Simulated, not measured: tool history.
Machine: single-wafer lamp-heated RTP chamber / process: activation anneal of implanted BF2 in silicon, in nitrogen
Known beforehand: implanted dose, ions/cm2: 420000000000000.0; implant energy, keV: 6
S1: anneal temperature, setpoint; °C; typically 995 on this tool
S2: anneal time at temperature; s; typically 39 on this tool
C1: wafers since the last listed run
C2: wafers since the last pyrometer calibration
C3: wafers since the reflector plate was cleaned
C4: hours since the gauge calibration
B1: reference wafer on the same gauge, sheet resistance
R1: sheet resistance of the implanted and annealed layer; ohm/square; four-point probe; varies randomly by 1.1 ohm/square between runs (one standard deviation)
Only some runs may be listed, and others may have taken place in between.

run 1 hour=0.0 | S1=995 S2=39 | C1=0 C2=5590 C3=6189 C4=1452.0 | B1=411.83 | R1=388.79
-- hour=59.7 reflector plate cleaned
run 2 hour=60.2 | S1=984 S2=56 | C1=695 C2=6286 C3=6 C4=1512.2 | B1=412.24 | R1=398.12
run 3 hour=102.3 | S1=984 S2=56 | C1=560 C2=6846 C3=567 C4=1554.3 | B1=411.70 | R1=399.66
-- hour=155.5 pyrometer window cleaned and pyrometer calibrated
run 4 hour=156.5 | S1=995 S2=45 | C1=615 C2=13 C3=1182 C4=1608.5 | B1=411.85 | R1=390.41
run 5 hour=209.1 | S1=983 S2=39 | C1=700 C2=713 C3=1882 C4=1661.1 | B1=411.65 | R1=411.55
run 6 hour=276.2 | S1=995 S2=39 | C1=893 C2=1607 C3=2776 C4=1728.2 | B1=412.32 | R1=395.91
run 7 hour=362.0 | S1=995 S2=39 | C1=1142 C2=2749 C3=3918 C4=1814.0 | B1=412.18 | R1=391.33
run 8 hour=405.2 | S1=995 S2=39 | C1=575 C2=3325 C3=4494 C4=1857.2 | B1=411.43 | R1=392.26
run 9 hour=497.7 | S1=995 S2=39 | C1=1231 C2=4556 C3=5725 C4=1949.7 | B1=411.87 | R1=388.62
run 10 hour=594.3 | S1=995 S2=39 | C1=1286 C2=5843 C3=7012 C4=2046.3 | B1=412.02 | R1=386.57
-- hour=705.8 reflector plate cleaned
-- hour=733.1 pyrometer window cleaned and pyrometer calibrated
run 11 hour=756.9 | S1=984 S2=39 | C1=1952 C2=316 C3=574 C4=2208.9 | B1=412.12 | R1=415.94
run 12 hour=819.5 | S1=995 S2=39 | C1=833 C2=1150 C3=1407 C4=2271.5 | B1=411.55 | R1=398.82
run 13 hour=885.2 | S1=995 S2=39 | C1=874 C2=2025 C3=2282 C4=2337.2 | B1=411.76 | R1=394.69
run 14 hour=956.8 | S1=995 S2=56 | C1=953 C2=2978 C3=3236 C4=2408.8 | B1=411.77 | R1=380.98
run 15 hour=1021.9 | S1=995 S2=39 | C1=866 C2=3845 C3=4103 C4=2473.9 | B1=412.20 | R1=393.89
run 16 hour=1066.7 | S1=995 S2=39 | C1=596 C2=4442 C3=4699 C4=2518.7 | B1=411.99 | R1=392.39
run 17 hour=1135.5 | S1=995 S2=39 | C1=916 C2=5358 C3=5615 C4=2587.5 | B1=412.14 | R1=389.99
run 18 hour=1175.4 | S1=995 S2=39 | C1=531 C2=5889 C3=6147 C4=2627.4 | B1=412.17 | R1=387.39
run 19 hour=1267.0 | S1=1011 S2=39 | C1=1219 C2=7109 C3=7366 C4=2719.0 | B1=412.57 | R1=364.70
-- hour=1281.3 pyrometer window cleaned and pyrometer calibrated
run 20 hour=1330.1 | S1=995 S2=39 | C1=733 C2=649 C3=8100 C4=2782.1 | B1=412.26 | R1=386.73
-- hour=1340.2 reflector plate cleaned
run 21 hour=1395.6 | S1=1022 S2=29 | C1=765 C2=1415 C3=737 C4=2847.6 | B1=411.85 | R1=370.27
run 22 hour=1476.1 | S1=1004 S2=54 | C1=1071 C2=2487 C3=1809 C4=2928.1 | B1=412.09 | R1=371.11
run 23 hour=1572.5 | S1=1004 S2=54 | C1=1283 C2=3770 C3=3092 C4=3024.5 | B1=411.84 | R1=369.77
run 24 hour=1618.6 | S1=1011 S2=22 | C1=613 C2=4384 C3=3706 C4=3070.6 | B1=411.85 | R1=394.59
run 25 hour=1684.6 | S1=1004 S2=59 | C1=878 C2=5263 C3=4585 C4=3136.6 | B1=411.43 | R1=362.94
run 26 hour=1751.1 | S1=995 S2=39 | C1=885 C2=6149 C3=5470 C4=3203.1 | B1=411.97 | R1=390.84
-- hour=1841.6 reflector plate cleaned
-- hour=1853.8 pyrometer window cleaned and pyrometer calibrated
run 27 hour=1858.5 | S1=1024 S2=48 | C1=1217 C2=62 C3=119 C4=3310.5 | B1=411.72 | R1=345.26
-- hour=1883.4 gauge calibrated
run 28 hour=1932.7 | S1=995 S2=39 | C1=988 C2=1050 C3=1107 C4=49.3 | B1=411.99 | R1=395.53
run 29 hour=2026.9 | S1=1020 S2=48 | C1=1254 C2=2304 C3=2361 C4=143.5 | B1=412.14 | R1=349.98
run 30 hour=2115.6 | S1=977 S2=48 | C1=1181 C2=3485 C3=3542 C4=232.2 | B1=412.32 | R1=413.79
run 31 hour=2153.1 | S1=1015 S2=16 | C1=499 C2=3985 C3=4042 C4=269.7 | B1=412.40 | R1=400.46
run 32 hour=2257.4 | S1=986 S2=50 | C1=1388 C2=5373 C3=5430 C4=374.0 | B1=411.95 | R1=395.24
run 33 hour=2345.4 | S1=986 S2=25 | C1=1171 C2=6545 C3=6602 C4=462.0 | B1=411.87 | R1=422.20
run 34 hour=2389.6 | S1=1017 S2=50 | C1=588 C2=7134 C3=7191 C4=506.2 | B1=412.04 | R1=342.69
-- hour=2432.0 reflector plate cleaned
-- hour=2455.1 pyrometer window cleaned and pyrometer calibrated
run 35 hour=2701.6 | S1=995 S2=39 | C1=3941 C2=3282 C3=3482 C4=818.2 | B1=411.72 | R1=395.60
run 36 hour=2753.0 | S1=995 S2=39 | C1=684 C2=3966 C3=4167 C4=869.6 | B1=412.54 | R1=391.83
run 37 hour=2832.8 | S1=983 S2=31 | C1=1062 C2=5029 C3=5229 C4=949.4 | B1=411.66 | R1=419.05

3 ways to go on from here, each from the tool as it stands after run 37. What would each give?
run A hour=2833.2 | S1=982 S2=39 | C1=5 C2=5034 C3=5235 C4=949.8 | B1=? | R1=?
run B hour=2833.2 | S1=977 S2=31 | C1=5 C2=5034 C3=5235 C4=949.8 | B1=? | R1=?
run C hour=2833.2 | S1=987 S2=31 | C1=5 C2=5034 C3=5235 C4=949.8 | B1=? | R1=?

run=A B1=412.08 R1=411.56
run=B B1=412.08 R1=433.42
run=C B1=412.08 R1=413.00
With no hidden state in the tool, these same runs would have given:
run=A R1=419.20
run=B R1=443.76
run=C R1=420.45
